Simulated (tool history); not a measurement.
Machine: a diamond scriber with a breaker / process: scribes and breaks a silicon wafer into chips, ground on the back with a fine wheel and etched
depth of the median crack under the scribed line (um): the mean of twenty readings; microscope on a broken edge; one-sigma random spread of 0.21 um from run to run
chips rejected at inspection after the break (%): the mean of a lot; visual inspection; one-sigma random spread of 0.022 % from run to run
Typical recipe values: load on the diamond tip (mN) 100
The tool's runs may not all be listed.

| run | day | load on the diamond tip (mN) | wafers since the last listed run | hours since the diamond tip was replaced | hours since the load on the tip was calibrated | incoming depth of the damage left on the back of the incoming wafer, um | depth of the median crack under the scribed line (um) | chips rejected at inspection after the break (%) |
|---|---|---|---|---|---|---|---|---|
| 1 | 0.000 | 100 | 0 | 242.4 | 380.4 | 0.67 | 11.88 | 1.77 |
| 2 | 1.275 | 100 | 111 | 273.0 | 411.0 | 0.78 | 11.92 | 2.04 |
| 3 | 4.142 | 117 | 251 | 341.8 | 479.8 | 0.75 | 13.81 | 13.05 |
| 4 | 5.708 | 117 | 137 | 379.4 | 517.4 | 0.37 | 13.68 | 12.95 |
|  | 6.496 | diamond tip replaced by a new one |
| 5 | 7.904 | 117 | 185 | 33.8 | 570.1 | 0.33 | 13.90 | 13.38 |
| 6 | 10.808 | 100 | 254 | 103.5 | 639.8 | 0.73 | 12.44 | 2.64 |
| 7 | 13.438 | 100 | 230 | 166.6 | 702.9 | 0.74 | 12.20 | 3.08 |
| 8 | 15.217 | 100 | 156 | 209.3 | 745.6 | 0.54 | 11.89 | 2.94 |
| 9 | 16.808 | 100 | 139 | 247.5 | 783.8 | 0.73 | 12.31 | 3.31 |
| 10 | 19.271 | 100 | 216 | 306.6 | 842.9 | 0.51 | 12.90 | 2.92 |
|  | 20.521 | diamond tip replaced by a new one |
| 11 | 21.396 | 100 | 179 | 21.0 | 893.9 | 0.49 | 12.44 | 3.22 |
| 12 | 24.042 | 100 | 232 | 84.5 | 957.4 | 0.40 | 12.67 | 3.22 |
| 13 | 26.104 | 100 | 180 | 134.0 | 1006.9 | 0.38 | 12.82 | 3.45 |
| 14 | 27.404 | 100 | 114 | 165.2 | 1038.1 | 0.59 | 12.72 | 3.17 |
| 15 | 30.029 | 100 | 230 | 228.2 | 1101.1 | 0.64 | 12.28 | 3.92 |
| 16 | 32.408 | 92 | 208 | 285.3 | 1158.2 | 0.60 | 11.89 | 0.78 |
|  | 32.546 | load on the tip recalibrated |
| 17 | 33.896 | 100 | 123 | 321.0 | 32.4 | 0.48 | 11.15 | 0.42 |
|  | 35.250 | diamond tip replaced by a new one |
| 18 | 36.483 | 91 | 219 | 29.6 | 94.5 | 0.63 | 10.85 | 1.60 |
| 19 | 38.904 | 71 | 212 | 87.7 | 152.6 | 0.61 | 8.49 | 22.00 |
| 20 | 40.258 | 128 | 118 | 120.2 | 185.1 | 0.50 | 13.98 | 16.19 |
| 21 | 42.971 | 100 | 237 | 185.3 | 250.2 | 0.42 | 11.58 | 0.93 |
| 22 | 44.183 | 83 | 106 | 214.4 | 279.3 | 0.79 | 10.46 | 3.61 |
| 23 | 45.729 | 74 | 135 | 251.5 | 316.4 | 0.45 | 9.07 | 11.21 |
| 24 | 46.929 | 111 | 105 | 280.3 | 345.2 | 0.74 | 12.92 | 6.02 |
| 25 | 47.954 | 127 | 89 | 304.9 | 369.8 | 0.37 | 14.32 | 19.80 |
| 26 | 50.292 | 100 | 205 | 361.0 | 425.9 | 0.55 | 12.53 | 1.79 |
|  | 51.921 | diamond tip replaced by a new one |
| 27 | 53.129 | 117 | 241 | 29.0 | 494.0 | 0.53 | 13.64 | 12.03 |
| 28 | 55.929 | 77 | 245 | 96.2 | 561.2 | 0.43 | 9.89 | 6.30 |
| 29 | 57.558 | 100 | 142 | 135.3 | 600.3 | 0.75 | 12.21 | 2.42 |
| 30 | 59.488 | 125 | 169 | 181.6 | 646.6 | 0.34 | 14.75 | 20.65 |
| 31 | 60.546 | 72 | 92 | 207.0 | 672.0 | 0.68 | 9.15 | 12.23 |

Subtracting, for every run, the result it would have given without the tool's unlogged condition from the measured result gives the following. The same run-to-run variation enters both numbers; the gauge's scatter may not:
Hidden conditions of the tool in this case: share of the diamond tip's cutting effectiveness lost through wear, %; deviation of the load on the tip from its setpoint, %.
| run | depth of the median crack under the scribed line (um) | chips rejected at inspection after the break (%) |
|---|---|---|
| 1 | +0.75 | +1.36 |
| 2 | +0.79 | +1.59 |
| 3 | +0.99 | +7.47 |
| 4 | +1.02 | +7.56 |
| 5 | +1.09 | +7.99 |
| 6 | +1.02 | +2.24 |
| 7 | +1.04 | +2.64 |
| 8 | +1.04 | +2.55 |
| 9 | +1.09 | +2.87 |
| 10 | +1.17 | +2.56 |
| 11 | +1.15 | +2.83 |
| 12 | +1.19 | +2.85 |
| 13 | +1.22 | +3.06 |
| 14 | +1.21 | +2.81 |
| 15 | +1.19 | +3.48 |
| 16 | +1.16 | -1.09 |
| 17 | +0.01 | +0.00 |
| 18 | +0.16 | -0.67 |
| 19 | +0.23 | -4.08 |
| 20 | +0.46 | +3.98 |
| 21 | +0.49 | +0.56 |
| 22 | +0.49 | -3.39 |
| 23 | +0.46 | -5.73 |
| 24 | +0.70 | +3.57 |
| 25 | +0.82 | +7.58 |
| 26 | +0.78 | +1.37 |
| 27 | +0.92 | +6.67 |
| 28 | +0.72 | -7.24 |
| 29 | +0.91 | +1.99 |
| 30 | +1.14 | +10.10 |
| 31 | +0.72 | -10.49 |
